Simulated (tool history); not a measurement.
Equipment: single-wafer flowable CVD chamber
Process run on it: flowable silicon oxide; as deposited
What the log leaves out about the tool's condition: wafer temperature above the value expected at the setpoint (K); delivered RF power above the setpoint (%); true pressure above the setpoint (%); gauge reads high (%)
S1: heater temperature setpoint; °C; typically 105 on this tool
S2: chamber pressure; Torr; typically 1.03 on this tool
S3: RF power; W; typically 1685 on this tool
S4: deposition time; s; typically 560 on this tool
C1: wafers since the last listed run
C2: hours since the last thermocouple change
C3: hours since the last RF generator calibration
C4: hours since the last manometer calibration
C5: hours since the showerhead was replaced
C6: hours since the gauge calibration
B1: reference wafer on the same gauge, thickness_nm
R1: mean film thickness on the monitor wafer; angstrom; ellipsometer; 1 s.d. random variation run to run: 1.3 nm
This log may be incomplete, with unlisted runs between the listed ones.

Run 1, hour 0: usual settings; C1 0; C2 474.6; C3 1821.8; C4 2107.8; C5 6429.2; C6 46.5; B1 402.001. Result: R1 4018.99 angstrom.
Run 2, hour 13.1: usual settings; C1 35; C2 487.7; C3 1834.9; C4 2120.9; C5 6442.3; C6 59.6; B1 402.238. Result: R1 4042.37 angstrom.
Run 3, hour 39.4: usual settings; C1 71; C2 514; C3 1861.2; C4 2147.2; C5 6468.6; C6 85.9; B1 402.496. Result: R1 4024.4 angstrom.
Run 4, hour 72.5: usual settings; C1 89; C2 547.1; C3 1894.3; C4 2180.3; C5 6501.7; C6 119; B1 401.991. Result: R1 4028.08 angstrom.
Run 5, hour 89.1: usual settings but S2 1.11 Torr, S4 503 s; C1 45; C2 563.7; C3 1910.9; C4 2196.9; C5 6518.3; C6 135.6; B1 401.858. Result: R1 3877.12 angstrom.
Run 6, hour 123.1: usual settings but S2 1.11 Torr, S4 503 s; C1 92; C2 597.7; C3 1944.9; C4 2230.9; C5 6552.3; C6 169.6; B1 402.271. Result: R1 3868.79 angstrom.
Run 7, hour 145.3: usual settings but S2 1.11 Torr, S4 503 s; C1 60; C2 619.9; C3 1967.1; C4 2253.1; C5 6574.5; C6 191.8; B1 401.605. Result: R1 3849.49 angstrom.
Run 8, hour 161.6: usual settings; C1 44; C2 636.2; C3 1983.4; C4 2269.4; C5 6590.8; C6 208.1; B1 402.343. Result: R1 3992.83 angstrom.
Run 9, hour 186.3: usual settings; C1 67; C2 660.9; C3 2008.1; C4 2294.1; C5 6615.5; C6 232.8; B1 401.424. Result: R1 4004.48 angstrom.
Run 10, hour 198.3: usual settings but S1 115 °C; C1 32; C2 672.9; C3 2020.1; C4 2306.1; C5 6627.5; C6 244.8; B1 402.576. Result: R1 3043.26 angstrom.
Run 11, hour 212: usual settings but S1 115 °C; C1 37; C2 686.6; C3 2033.8; C4 2319.8; C5 6641.2; C6 258.5; B1 402.122. Result: R1 3039.16 angstrom.
Run 12, hour 228.8: usual settings but S2 0.96 Torr; C1 45; C2 703.4; C3 2050.6; C4 2336.6; C5 6658; C6 275.3; B1 402.155. Result: R1 3742.58 angstrom.
Run 13, hour 242.2: usual settings but S1 115 °C, S2 1.26 Torr, S3 1470 W, S4 609 s; C1 36; C2 716.8; C3 2064; C4 2350; C5 6671.4; C6 288.7; B1 401.858. Result: R1 3861.84 angstrom.
Run 14, hour 266: usual settings but S1 111 °C, S2 0.9 Torr, S4 512 s; C1 64; C2 740.6; C3 2087.8; C4 2373.8; C5 6695.2; C6 312.5; B1 401.651. Result: R1 2711.78 angstrom.

The next listed run, before its measurement:
Run 15, hour 293.6: usual settings; C1 75; C2 768.2; C3 2115.4; C4 2401.4; C5 6722.8; C6 340.1; B1 ?. Result: R1 ?.

{"run 15": {"B1": 402.126, "R1": 4025.76}}
Take away the tool's hidden state, keep the run-to-run variation as it was, and the same run would have given R1 3777.91 angstrom.

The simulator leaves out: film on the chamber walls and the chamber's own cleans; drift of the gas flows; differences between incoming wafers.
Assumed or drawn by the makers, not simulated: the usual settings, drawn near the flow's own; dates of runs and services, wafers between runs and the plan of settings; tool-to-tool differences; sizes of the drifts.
